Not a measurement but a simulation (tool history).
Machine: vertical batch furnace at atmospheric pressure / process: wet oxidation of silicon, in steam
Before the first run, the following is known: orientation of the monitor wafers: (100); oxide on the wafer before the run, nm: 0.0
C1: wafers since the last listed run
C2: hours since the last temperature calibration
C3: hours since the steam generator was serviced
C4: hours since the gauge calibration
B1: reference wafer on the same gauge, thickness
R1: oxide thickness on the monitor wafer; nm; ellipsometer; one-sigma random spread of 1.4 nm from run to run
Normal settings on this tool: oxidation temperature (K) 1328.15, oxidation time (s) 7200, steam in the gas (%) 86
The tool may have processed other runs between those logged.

Run 1, day 0: usual settings; C1 0; C2 1404.5; C3 3723.8; C4 266.1; B1 676.29. Result: R1 728.8 nm.
Run 2, day 1.079: usual settings; C1 322; C2 1430.4; C3 3749.7; C4 292; B1 676.04. Result: R1 726.96 nm.
Run 3, day 2.262: usual settings; C1 353; C2 1458.8; C3 3778.1; C4 320.4; B1 676.24. Result: R1 727.69 nm.
Run 4, day 3.75: usual settings; C1 443; C2 1494.5; C3 3813.8; C4 356.1; B1 675.89. Result: R1 726.58 nm.
Run 5, day 5.017: usual settings; C1 378; C2 1524.9; C3 3844.2; C4 386.5; B1 676.36. Result: R1 726.44 nm.
At day 5.233: gauge calibrated.
Run 6, day 6.442: usual settings; C1 425; C2 1559.1; C3 3878.4; C4 29; B1 676.18. Result: R1 722.37 nm.
Run 7, day 7.904: usual settings; C1 436; C2 1594.2; C3 3913.5; C4 64.1; B1 675.66. Result: R1 720.73 nm.
Run 8, day 8.438: usual settings but oxidation temperature (K) 1315.15; C1 159; C2 1607; C3 3926.3; C4 76.9; B1 676.07. Result: R1 679.35 nm.
Run 9, day 9.208: usual settings but oxidation temperature (K) 1315.15; C1 230; C2 1625.5; C3 3944.8; C4 95.4; B1 675.65. Result: R1 680.95 nm.
Run 10, day 10.542: usual settings; C1 397; C2 1657.5; C3 3976.8; C4 127.4; B1 675.74. Result: R1 722.02 nm.
Run 11, day 11.75: usual settings; C1 360; C2 1686.5; C3 4005.8; C4 156.4; B1 676.15. Result: R1 723.95 nm.
Run 12, day 13.212: usual settings; C1 436; C2 1721.6; C3 4040.9; C4 191.5; B1 676.05. Result: R1 719.24 nm.
At day 14.221: steam generator serviced.
Run 13, day 14.242: usual settings; C1 8; C2 1746.3; C3 0.5; C4 216.2; B1 675.55. Result: R1 770.19 nm.
Run 14, day 14.779: usual settings; C1 160; C2 1759.2; C3 13.4; C4 229.1; B1 675.61. Result: R1 768.8 nm.
Run 15, day 15.554: usual settings; C1 231; C2 1777.8; C3 32; C4 247.7; B1 676.08. Result: R1 768.52 nm.
Run 16, day 16.646: usual settings but oxidation time (s) 5130; C1 325; C2 1804; C3 58.2; C4 273.9; B1 675.69. Result: R1 631.03 nm.
Run 17, day 17.242: usual settings but oxidation time (s) 5130; C1 177; C2 1818.3; C3 72.5; C4 288.2; B1 676.02. Result: R1 630.02 nm.
Run 18, day 17.929: usual settings but oxidation time (s) 9090, steam in the gas (%) 83; C1 205; C2 1834.8; C3 89; C4 304.7; B1 676.62. Result: R1 860.41 nm.
Run 19, day 18.75: usual settings but oxidation temperature (K) 1304.15, steam in the gas (%) 75; C1 244; C2 1854.5; C3 108.7; C4 324.4; B1 675.88. Result: R1 630.76 nm.
Run 20, day 19.996: usual settings; C1 371; C2 1884.4; C3 138.6; C4 354.3; B1 676.14. Result: R1 767.71 nm.
At day 20.533: gauge calibrated.
At day 21.825: thermocouples replaced and temperature profile calibrated.
Run 21, day 21.846: usual settings; C1 253; C2 0.5; C3 183; C4 31.5; B1 675.79. Result: R1 769.16 nm.
Run 22, day 22.354: usual settings but oxidation temperature (K) 1303.15; C1 151; C2 12.7; C3 195.2; C4 43.7; B1 676.13. Result: R1 683.39 nm.
Run 23, day 22.867: usual settings; C1 152; C2 25; C3 207.5; C4 56; B1 676.19. Result: R1 770.21 nm.
Run 24, day 23.875: usual settings but oxidation time (s) 4950; C1 300; C2 49.2; C3 231.7; C4 80.2; B1 675.96. Result: R1 616.96 nm.
Run 25, day 25.15: usual settings but oxidation time (s) 10710, steam in the gas (%) 91; C1 380; C2 79.8; C3 262.3; C4 110.8; B1 675.92. Result: R1 995 nm.
Run 26, day 25.792: usual settings but oxidation temperature (K) 1316.15, oxidation time (s) 4860; C1 191; C2 95.2; C3 277.7; C4 126.2; B1 676.07. Result: R1 576.1 nm.
Run 27, day 27.238: usual settings but oxidation temperature (K) 1321.15, steam in the gas (%) 74; C1 431; C2 129.9; C3 312.4; C4 160.9; B1 675.85. Result: R1 681.66 nm.
Run 28, day 28.675: usual settings; C1 429; C2 164.4; C3 346.9; C4 195.4; B1 676.09. Result: R1 766.62 nm.

Entry by entry between the runs, the difference in hidden state between the last listed run before and the first listed run after:
After run 5, before run 6: gauge calibrated (day 5.233)
  steam share off its setpoint, % of the setpoint: -9.66 -> -9.82
  measured value less the no-hidden-state value, R1: -43.85 -> -44.36 nm
After run 12, before run 13: steam generator serviced (day 14.221)
  steam share off its setpoint, % of the setpoint: -10.6 -> -0.132
  measured value less the no-hidden-state value, R1: -47.85 -> -0.58 nm
After run 20, before run 21: gauge calibrated (day 20.533); thermocouples replaced and temperature profile calibrated (day 21.825)
  steam share off its setpoint, % of the setpoint: -0.143 -> -0.151
  measured value less the no-hidden-state value, R1: -0.63 -> -0.67 nm

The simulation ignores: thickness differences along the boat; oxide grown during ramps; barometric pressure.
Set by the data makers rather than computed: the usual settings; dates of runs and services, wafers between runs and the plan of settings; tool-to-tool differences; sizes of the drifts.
